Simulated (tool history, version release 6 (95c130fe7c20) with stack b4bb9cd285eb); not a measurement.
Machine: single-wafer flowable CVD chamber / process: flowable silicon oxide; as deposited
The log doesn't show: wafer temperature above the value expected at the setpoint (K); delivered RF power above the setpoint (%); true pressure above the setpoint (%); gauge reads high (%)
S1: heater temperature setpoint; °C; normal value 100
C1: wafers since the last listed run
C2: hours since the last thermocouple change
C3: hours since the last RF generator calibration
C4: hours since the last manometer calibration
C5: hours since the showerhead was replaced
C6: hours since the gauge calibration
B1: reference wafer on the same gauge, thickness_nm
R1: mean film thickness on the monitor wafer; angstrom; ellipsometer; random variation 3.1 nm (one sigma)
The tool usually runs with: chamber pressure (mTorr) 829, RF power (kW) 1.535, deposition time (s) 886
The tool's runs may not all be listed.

{"run": 1, "hour": 0.0, "S1": 100, "chamber pressure (mTorr)": 829, "RF power (kW)": 1.535, "deposition time (s)": 844, "C1": 0, "C2": 1634.8, "C3": 759.9, "C4": 251.4, "C5": 241.3, "C6": 1937.2, "B1": 570.556, "R1": 4996.3}
{"run": 2, "hour": 97.3, "S1": 100, "chamber pressure (mTorr)": 829, "RF power (kW)": 1.535, "deposition time (s)": 886, "C1": 270, "C2": 1732.1, "C3": 857.2, "C4": 348.7, "C5": 338.6, "C6": 2034.5, "B1": 572.534, "R1": 5191.15}
{"run": 3, "hour": 176.3, "S1": 100, "chamber pressure (mTorr)": 829, "RF power (kW)": 1.535, "deposition time (s)": 886, "C1": 219, "C2": 1811.1, "C3": 936.2, "C4": 427.7, "C5": 417.6, "C6": 2113.5, "B1": 570.916, "R1": 5193.59}
{"run": 4, "hour": 255.1, "S1": 100, "chamber pressure (mTorr)": 829, "RF power (kW)": 1.535, "deposition time (s)": 886, "C1": 219, "C2": 1889.9, "C3": 1015.0, "C4": 506.5, "C5": 496.4, "C6": 2192.3, "B1": 571.654, "R1": 5205.28}
{"run": 5, "hour": 317.7, "S1": 100, "chamber pressure (mTorr)": 829, "RF power (kW)": 1.535, "deposition time (s)": 886, "C1": 174, "C2": 1952.5, "C3": 1077.6, "C4": 569.1, "C5": 559.0, "C6": 2254.9, "B1": 573.101, "R1": 5240.5}
{"run": 6, "hour": 399.9, "S1": 100, "chamber pressure (mTorr)": 829, "RF power (kW)": 1.535, "deposition time (s)": 886, "C1": 228, "C2": 2034.7, "C3": 1159.8, "C4": 651.3, "C5": 641.2, "C6": 2337.1, "B1": 570.851, "R1": 5187.97}
{"run": 7, "hour": 445.8, "S1": 100, "chamber pressure (mTorr)": 829, "RF power (kW)": 1.535, "deposition time (s)": 886, "C1": 127, "C2": 2080.6, "C3": 1205.7, "C4": 697.2, "C5": 687.1, "C6": 2383.0, "B1": 571.833, "R1": 5155.17}
{"hour": 593.0, "done": "thermocouple changed; heater temperature recalibrated"}
{"run": 8, "hour": 596.8, "S1": 115, "chamber pressure (mTorr)": 906, "RF power (kW)": 1.29, "deposition time (s)": 795, "C1": 397, "C2": 3.8, "C3": 1356.7, "C4": 848.2, "C5": 838.1, "C6": 2534.0, "B1": 571.01, "R1": 3150.65}
{"hour": 617.8, "done": "RF generator calibrated"}
{"run": 9, "hour": 636.3, "S1": 112, "chamber pressure (mTorr)": 829, "RF power (kW)": 1.535, "deposition time (s)": 886, "C1": 87, "C2": 43.3, "C3": 18.5, "C4": 887.7, "C5": 877.6, "C6": 2573.5, "B1": 570.652, "R1": 3628.65}
{"run": 10, "hour": 685.6, "S1": 104, "chamber pressure (mTorr)": 829, "RF power (kW)": 1.535, "deposition time (s)": 789, "C1": 137, "C2": 92.6, "C3": 67.8, "C4": 937.0, "C5": 926.9, "C6": 2622.8, "B1": 571.618, "R1": 4097.17}
{"run": 11, "hour": 729.5, "S1": 86, "chamber pressure (mTorr)": 829, "RF power (kW)": 1.535, "deposition time (s)": 751, "C1": 122, "C2": 136.5, "C3": 111.7, "C4": 980.9, "C5": 970.8, "C6": 2666.7, "B1": 572.232, "R1": 6501.56}
{"run": 12, "hour": 819.2, "S1": 100, "chamber pressure (mTorr)": 829, "RF power (kW)": 1.69, "deposition time (s)": 1028, "C1": 249, "C2": 226.2, "C3": 201.4, "C4": 1070.6, "C5": 1060.5, "C6": 2756.4, "B1": 571.396, "R1": 6073.61}
{"run": 13, "hour": 925.6, "S1": 110, "chamber pressure (mTorr)": 829, "RF power (kW)": 1.835, "deposition time (s)": 794, "C1": 295, "C2": 332.6, "C3": 307.8, "C4": 1177.0, "C5": 1166.9, "C6": 2862.8, "B1": 569.756, "R1": 3527.58}
{"run": 14, "hour": 1019.0, "S1": 92, "chamber pressure (mTorr)": 829, "RF power (kW)": 1.32, "deposition time (s)": 886, "C1": 259, "C2": 426.0, "C3": 401.2, "C4": 1270.4, "C5": 1260.3, "C6": 2956.2, "B1": 570.295, "R1": 6191.19}
{"run": 15, "hour": 1119.5, "S1": 105, "chamber pressure (mTorr)": 829, "RF power (kW)": 1.535, "deposition time (s)": 886, "C1": 279, "C2": 526.5, "C3": 501.7, "C4": 1370.9, "C5": 1360.8, "C6": 3056.7, "B1": 572.718, "R1": 4425.45}
{"run": 16, "hour": 1217.7, "S1": 100, "chamber pressure (mTorr)": 645, "RF power (kW)": 1.635, "deposition time (s)": 886, "C1": 273, "C2": 624.7, "C3": 599.9, "C4": 1469.1, "C5": 1459.0, "C6": 3154.9, "B1": 569.902, "R1": 3947.32}
{"run": 17, "hour": 1267.3, "S1": 100, "chamber pressure (mTorr)": 829, "RF power (kW)": 1.535, "deposition time (s)": 886, "C1": 137, "C2": 674.3, "C3": 649.5, "C4": 1518.7, "C5": 1508.6, "C6": 3204.5, "B1": 571.395, "R1": 5029.14}
{"run": 18, "hour": 1313.1, "S1": 100, "chamber pressure (mTorr)": 829, "RF power (kW)": 1.535, "deposition time (s)": 886, "C1": 127, "C2": 720.1, "C3": 695.3, "C4": 1564.5, "C5": 1554.4, "C6": 3250.3, "B1": 570.046, "R1": 5027.64}
{"run": 19, "hour": 1388.3, "S1": 90, "chamber pressure (mTorr)": 829, "RF power (kW)": 1.535, "deposition time (s)": 886, "C1": 209, "C2": 795.3, "C3": 770.5, "C4": 1639.7, "C5": 1629.6, "C6": 3325.5, "B1": 571.232, "R1": 6715.02}
{"hour": 1410.6, "done": "capacitance manometer re-zeroed and calibrated"}
{"run": 20, "hour": 1459.0, "S1": 107, "chamber pressure (mTorr)": 968, "RF power (kW)": 1.535, "deposition time (s)": 799, "C1": 174, "C2": 866.0, "C3": 841.2, "C4": 48.4, "C5": 1700.3, "C6": 3396.2, "B1": 571.455, "R1": 4420.32}
{"hour": 1466.1, "done": "gauge calibrated"}
{"run": 21, "hour": 1557.0, "S1": 100, "chamber pressure (mTorr)": 829, "RF power (kW)": 1.535, "deposition time (s)": 772, "C1": 272, "C2": 964.0, "C3": 939.2, "C4": 146.4, "C5": 1798.3, "C6": 90.9, "B1": 570.128, "R1": 4526.08}
{"run": 22, "hour": 1622.2, "S1": 100, "chamber pressure (mTorr)": 985, "RF power (kW)": 1.625, "deposition time (s)": 886, "C1": 181, "C2": 1029.2, "C3": 1004.4, "C4": 211.6, "C5": 1863.5, "C6": 156.1, "B1": 570.816, "R1": 6294.96}
{"run": 23, "hour": 1882.7, "S1": 105, "chamber pressure (mTorr)": 966, "RF power (kW)": 1.775, "deposition time (s)": 886, "C1": 724, "C2": 1289.7, "C3": 1264.9, "C4": 472.1, "C5": 2124.0, "C6": 416.6, "B1": 570.796, "R1": 5316.09}
{"run": 24, "hour": 1928.9, "S1": 100, "chamber pressure (mTorr)": 829, "RF power (kW)": 1.535, "deposition time (s)": 886, "C1": 128, "C2": 1335.9, "C3": 1311.1, "C4": 518.3, "C5": 2170.2, "C6": 462.8, "B1": 569.315, "R1": 5197.36}
{"hour": 1963.0, "done": "RF generator calibrated"}
{"run": 25, "hour": 2101.8, "S1": 114, "chamber pressure (mTorr)": 829, "RF power (kW)": 1.535, "deposition time (s)": 827, "C1": 458, "C2": 1508.8, "C3": 138.8, "C4": 691.2, "C5": 2343.1, "C6": 635.7, "B1": 571.885, "R1": 3201.21}
{"run": 26, "hour": 2168.3, "S1": 90, "chamber pressure (mTorr)": 829, "RF power (kW)": 1.535, "deposition time (s)": 886, "C1": 184, "C2": 1575.3, "C3": 205.3, "C4": 757.7, "C5": 2409.6, "C6": 702.2, "B1": 570.829, "R1": 6855.44}
{"run": 27, "hour": 2249.9, "S1": 100, "chamber pressure (mTorr)": 829, "RF power (kW)": 1.535, "deposition time (s)": 886, "C1": 226, "C2": 1656.9, "C3": 286.9, "C4": 839.3, "C5": 2491.2, "C6": 783.8, "B1": 571.103, "R1": 5152.0}
{"run": 28, "hour": 2310.3, "S1": 86, "chamber pressure (mTorr)": 770, "RF power (kW)": 1.71, "deposition time (s)": 983, "C1": 168, "C2": 1717.3, "C3": 347.3, "C4": 899.7, "C5": 2551.6, "C6": 844.2, "B1": 570.023, "R1": 8024.48}

Predict each of these 4 candidate next runs independently; none follows another, all start after run 28:
{"run": "A", "hour": 2310.9, "S1": 100, "chamber pressure (mTorr)": 829, "RF power (kW)": 1.535, "deposition time (s)": 806, "C1": 1, "C2": 1717.9, "C3": 347.9, "C4": 900.3, "C5": 2552.2, "C6": 844.8, "B1": "?", "R1": "?"}
{"run": "B", "hour": 2310.9, "S1": 90, "chamber pressure (mTorr)": 829, "RF power (kW)": 1.655, "deposition time (s)": 798, "C1": 1, "C2": 1717.9, "C3": 347.9, "C4": 900.3, "C5": 2552.2, "C6": 844.8, "B1": "?", "R1": "?"}
{"run": "C", "hour": 2310.9, "S1": 93, "chamber pressure (mTorr)": 829, "RF power (kW)": 1.535, "deposition time (s)": 786, "C1": 1, "C2": 1717.9, "C3": 347.9, "C4": 900.3, "C5": 2552.2, "C6": 844.8, "B1": "?", "R1": "?"}
{"run": "D", "hour": 2310.9, "S1": 113, "chamber pressure (mTorr)": 829, "RF power (kW)": 1.685, "deposition time (s)": 1050, "C1": 1, "C2": 1717.9, "C3": 347.9, "C4": 900.3, "C5": 2552.2, "C6": 844.8, "B1": "?", "R1": "?"}

run=A B1=571.589 R1=4728.25
run=B B1=571.589 R1=6379.30
run=C B1=571.589 R1=5649.63
run=D B1=571.589 R1=4300.79
Take away the tool's hidden state, keep each run's random variation, and the runs would have read:
run=A R1=4781.61
run=B R1=6451.28
run=C R1=5713.38
run=D R1=4349.32
